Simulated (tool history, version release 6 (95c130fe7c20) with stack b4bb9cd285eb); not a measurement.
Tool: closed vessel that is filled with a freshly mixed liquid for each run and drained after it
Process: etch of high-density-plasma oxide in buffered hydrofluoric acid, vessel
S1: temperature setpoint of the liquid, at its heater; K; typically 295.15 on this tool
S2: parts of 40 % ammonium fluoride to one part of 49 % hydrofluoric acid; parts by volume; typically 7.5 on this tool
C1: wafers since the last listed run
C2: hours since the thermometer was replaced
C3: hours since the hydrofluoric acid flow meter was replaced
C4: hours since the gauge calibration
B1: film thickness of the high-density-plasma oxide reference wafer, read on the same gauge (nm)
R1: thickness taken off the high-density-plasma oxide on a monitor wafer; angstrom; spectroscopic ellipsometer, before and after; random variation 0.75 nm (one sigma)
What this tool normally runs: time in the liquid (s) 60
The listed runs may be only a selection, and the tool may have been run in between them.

{"run": 1, "day": 0.0, "S1": 295.15, "S2": 6, "time in the liquid (s)": 60, "C1": 0, "C2": 1929.4, "C3": 287.9, "C4": 412.9, "B1": 59.99, "R1": 1492.4}
{"run": 2, "day": 3.296, "S1": 295.15, "S2": 6, "time in the liquid (s)": 60, "C1": 7694, "C2": 2008.5, "C3": 367, "C4": 492, "B1": 59.98, "R1": 1486.1}
{"run": 3, "day": 7.604, "S1": 295.15, "S2": 6, "time in the liquid (s)": 60, "C1": 10058, "C2": 2111.9, "C3": 470.4, "C4": 595.4, "B1": 60.01, "R1": 1496}
{"run": 4, "day": 9.529, "S1": 299.15, "S2": 9.5, "time in the liquid (s)": 60, "C1": 4494, "C2": 2158.1, "C3": 516.6, "C4": 641.6, "B1": 60.01, "R1": 1189.9}
{"run": 5, "day": 12.75, "S1": 299.15, "S2": 9.5, "time in the liquid (s)": 60, "C1": 7519, "C2": 2235.4, "C3": 593.9, "C4": 718.9, "B1": 59.99, "R1": 1204.6}
{"run": 6, "day": 16.862, "S1": 299.15, "S2": 9.5, "time in the liquid (s)": 60, "C1": 9600, "C2": 2334.1, "C3": 692.6, "C4": 817.6, "B1": 60, "R1": 1202.8}
{"run": 7, "day": 19.542, "S1": 295.15, "S2": 7.5, "time in the liquid (s)": 60, "C1": 6254, "C2": 2398.4, "C3": 756.9, "C4": 881.9, "B1": 60.01, "R1": 1202.1}
{"run": 8, "day": 23.117, "S1": 295.15, "S2": 7.5, "time in the liquid (s)": 60, "C1": 8346, "C2": 2484.2, "C3": 842.7, "C4": 967.7, "B1": 60.03, "R1": 1215.6}
{"run": 9, "day": 27.338, "S1": 295.15, "S2": 7.5, "time in the liquid (s)": 60, "C1": 9853, "C2": 2585.5, "C3": 944, "C4": 1069, "B1": 60.02, "R1": 1222}
{"run": 10, "day": 28.967, "S1": 295.15, "S2": 8.5, "time in the liquid (s)": 60, "C1": 3803, "C2": 2624.6, "C3": 983.1, "C4": 1108.1, "B1": 60.02, "R1": 1052.7}
{"run": 11, "day": 31.571, "S1": 295.15, "S2": 8.5, "time in the liquid (s)": 60, "C1": 6079, "C2": 2687.1, "C3": 1045.6, "C4": 1170.6, "B1": 60, "R1": 1063.9}
{"run": 12, "day": 35.104, "S1": 295.15, "S2": 6.5, "time in the liquid (s)": 60, "C1": 8248, "C2": 2771.9, "C3": 1130.4, "C4": 1255.4, "B1": 60.01, "R1": 1410.6}
{"run": 13, "day": 37.162, "S1": 295.15, "S2": 7.5, "time in the liquid (s)": 60, "C1": 4805, "C2": 2821.3, "C3": 1179.8, "C4": 1304.8, "B1": 60.01, "R1": 1209.7}
{"run": 14, "day": 38.667, "S1": 295.15, "S2": 7.5, "time in the liquid (s)": 60, "C1": 3511, "C2": 2857.4, "C3": 1215.9, "C4": 1340.9, "B1": 60, "R1": 1223.6}
{"run": 15, "day": 41.329, "S1": 295.15, "S2": 7.5, "time in the liquid (s)": 30, "C1": 6215, "C2": 2921.3, "C3": 1279.8, "C4": 1404.8, "B1": 59.97, "R1": 610.9}
{"day": 41.558, "done": "gauge calibrated"}
{"run": 16, "day": 44.367, "S1": 295.15, "S2": 7.5, "time in the liquid (s)": 60, "C1": 7091, "C2": 2994.2, "C3": 1352.7, "C4": 67.4, "B1": 60.01, "R1": 1232.7}
{"run": 17, "day": 48.321, "S1": 298.65, "S2": 10, "time in the liquid (s)": 40, "C1": 9231, "C2": 3089.1, "C3": 1447.6, "C4": 162.3, "B1": 60.02, "R1": 758.3}
{"day": 50.129, "done": "thermometer replaced"}
{"day": 50.404, "done": "hydrofluoric acid flow meter replaced"}
{"run": 18, "day": 61.712, "S1": 293.65, "S2": 6.5, "time in the liquid (s)": 60, "C1": 31069, "C2": 278, "C3": 271.4, "C4": 483.7, "B1": 60, "R1": 1264.1}
{"run": 19, "day": 64.4, "S1": 296.65, "S2": 5, "time in the liquid (s)": 40, "C1": 6274, "C2": 342.5, "C3": 335.9, "C4": 548.2, "B1": 60, "R1": 1234.3}
{"run": 20, "day": 67.354, "S1": 295.15, "S2": 7.5, "time in the liquid (s)": 60, "C1": 6896, "C2": 413.4, "C3": 406.8, "C4": 619.1, "B1": 60.01, "R1": 1185.3}
{"run": 21, "day": 69.742, "S1": 295.15, "S2": 5, "time in the liquid (s)": 60, "C1": 5573, "C2": 470.7, "C3": 464.1, "C4": 676.4, "B1": 59.99, "R1": 1702.8}
{"run": 22, "day": 72.354, "S1": 295.15, "S2": 9, "time in the liquid (s)": 60, "C1": 6099, "C2": 533.4, "C3": 526.8, "C4": 739.1, "B1": 59.99, "R1": 987}
{"run": 23, "day": 76.442, "S1": 295.15, "S2": 7.5, "time in the liquid (s)": 60, "C1": 9542, "C2": 631.5, "C3": 624.9, "C4": 837.2, "B1": 60.02, "R1": 1194.7}
{"run": 24, "day": 79.971, "S1": 298.15, "S2": 10, "time in the liquid (s)": 60, "C1": 8239, "C2": 716.2, "C3": 709.6, "C4": 921.9, "B1": 60, "R1": 1075.1}
{"run": 25, "day": 91.246, "S1": 291.15, "S2": 5.5, "time in the liquid (s)": 35, "C1": 26322, "C2": 986.8, "C3": 980.2, "C4": 1192.5, "B1": 60, "R1": 744.9}
{"run": 26, "day": 95.138, "S1": 295.15, "S2": 10, "time in the liquid (s)": 45, "C1": 9085, "C2": 1080.2, "C3": 1073.6, "C4": 1285.9, "B1": 59.99, "R1": 694.1}
{"run": 27, "day": 97.604, "S1": 297.15, "S2": 9, "time in the liquid (s)": 90, "C1": 5758, "C2": 1139.4, "C3": 1132.8, "C4": 1345.1, "B1": 59.98, "R1": 1652.4}
{"day": 99.433, "done": "gauge calibrated"}
{"run": 28, "day": 102.042, "S1": 299.15, "S2": 6.5, "time in the liquid (s)": 90, "C1": 10359, "C2": 1245.9, "C3": 1239.3, "C4": 62.6, "B1": 59.99, "R1": 2549.9}
{"run": 29, "day": 103.921, "S1": 295.15, "S2": 10, "time in the liquid (s)": 30, "C1": 4387, "C2": 1291, "C3": 1284.4, "C4": 107.7, "B1": 60.01, "R1": 462.8}
{"run": 30, "day": 108.304, "S1": 297.65, "S2": 10.5, "time in the liquid (s)": 60, "C1": 10233, "C2": 1396.2, "C3": 1389.6, "C4": 212.9, "B1": 60, "R1": 1005.9}
{"day": 109.292, "done": "hydrofluoric acid flow meter replaced"}
{"run": 31, "day": 112.2, "S1": 295.15, "S2": 7.5, "time in the liquid (s)": 60, "C1": 8997, "C2": 1489.7, "C3": 69.8, "C4": 306.4, "B1": 60, "R1": 1197}

Hidden condition of the tool, last listed run before each entry between runs versus first listed run after:
Logged between run 15 and run 16: gauge calibrated (day 41.558)
  liquid hotter than its thermometer reads (K): 0.542 -> 0.555
  the result without the hidden state subtracted from the measured one, R1: +17.9 -> +37.4 angstrom
Logged between run 17 and run 18: thermometer replaced (day 50.129); hydrofluoric acid flow meter replaced (day 50.404)
  liquid hotter than its thermometer reads (K): 0.572 -> 0.069
  the result without the hidden state subtracted from the measured one, R1: +23 -> +4.9 angstrom
Logged between run 27 and run 28: gauge calibrated (day 99.433)
  liquid hotter than its thermometer reads (K): 0.221 -> 0.24
  the result without the hidden state subtracted from the measured one, R1: +19.7 -> +32.7 angstrom
Logged between run 30 and run 31: hydrofluoric acid flow meter replaced (day 109.292)
  liquid hotter than its thermometer reads (K): 0.266 -> 0.283
  the result without the hidden state subtracted from the measured one, R1: +14.7 -> +18.4 angstrom
